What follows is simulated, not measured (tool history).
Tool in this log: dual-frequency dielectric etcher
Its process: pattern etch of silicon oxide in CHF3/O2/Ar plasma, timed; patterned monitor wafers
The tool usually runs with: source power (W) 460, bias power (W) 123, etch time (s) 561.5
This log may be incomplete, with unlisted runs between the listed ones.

run	hour	source power (W)	bias power (W)	etch time (s)	read-back reference wafer on the same gauge, depth_nm	mean etch depth across the wafer (Å)
1	0.0	460	123	561.5	655.0	7651
2	53.7	460	123	561.5	654.9	7764
3	100.7	460	123	561.5	654.2	7769
4	155.2	460	123	561.5	655.4	7755
5	190.9	460	123	561.5	654.5	7763
6	219.3	460	123	561.5	654.8	7747
7	262.4	460	123	436.0	654.7	6060
8	306.7	460	123	561.5	654.9	7804
9	347.0	460	123	561.5	655.5	7892
# hour 350.5: gauge calibrated
# hour 409.5: wet clean of the chamber
# hour 428.9: upper electrode replaced
10	429.4	460	104	561.5	654.9	7032
11	442.4	400	123	694.5	654.8	9137
12	486.9	420	123	561.5	655.4	7413
# hour 495.7: bias power generator calibrated
13	529.2	520	154	678.0	654.2	10985
14	558.2	460	94	665.0	654.5	8206
# hour 594.1: source power generator calibrated
15	613.2	460	149	425.5	655.2	6606
16	647.6	390	123	561.5	655.5	7625
17	715.9	460	109	561.5	654.7	7503
18	742.2	460	149	425.5	655.6	6646
19	798.6	420	109	663.0	655.9	8646
# hour 846.3: wet clean of the chamber
20	846.8	460	123	617.5	655.4	8553
21	1019.1	460	123	424.0	655.4	5932
22	1077.3	460	123	561.5	654.7	7880
23	1109.9	430	103	623.0	654.8	7805
24	1141.2	460	123	561.5	655.3	7888
25	1194.2	460	137	661.0	654.9	9840
# hour 1267.4: wet clean of the chamber
26	1267.9	460	123	561.5	655.1	7695
27	1459.6	460	103	449.0	655.0	5701
28	1486.8	460	106	712.0	654.7	9183
29	1526.5	570	123	447.0	654.9	6640
30	1562.2	340	133	428.5	654.9	5756

Some steps in mean etch depth across the wafer (Å), run to run, broken into two amounts with sign: the step expected even without the hidden condition (settings, incoming material, random variation), and the rest, left for the hidden condition together with whatever gauge scatter is not in both the measured and the hidden-condition-free result:
The hidden state here: etch rate over this chamber's usual, %; source power that arrives over what is set, %; bias power that arrives over what is set, %; gauge reads high (%).
Run 12 -> 13: source power (W) 420 -> 520, bias power (W) 123 -> 154, etch time (s) 561.5 -> 678.0, bias power generator calibrated. mean etch depth across the wafer (Å) +3572: hidden state +286, all else +3286.
Run 13 -> 14: source power (W) 520 -> 460, bias power (W) 154 -> 94, etch time (s) 678.0 -> 665.0. mean etch depth across the wafer (Å) -2779: hidden state -31, all else -2748.
Run 19 -> 20: source power (W) 420 -> 460, bias power (W) 109 -> 123, etch time (s) 663.0 -> 617.5, wet clean of the chamber. mean etch depth across the wafer (Å) -93: hidden state -254, all else +161.
Run 25 -> 26: bias power (W) 137 -> 123, etch time (s) 661.0 -> 561.5, wet clean of the chamber. mean etch depth across the wafer (Å) -2145: hidden state -218, all else -1927.
Run 27 -> 28: bias power (W) 103 -> 106, etch time (s) 449.0 -> 712.0. mean etch depth across the wafer (Å) +3482: hidden state +2, all else +3480.

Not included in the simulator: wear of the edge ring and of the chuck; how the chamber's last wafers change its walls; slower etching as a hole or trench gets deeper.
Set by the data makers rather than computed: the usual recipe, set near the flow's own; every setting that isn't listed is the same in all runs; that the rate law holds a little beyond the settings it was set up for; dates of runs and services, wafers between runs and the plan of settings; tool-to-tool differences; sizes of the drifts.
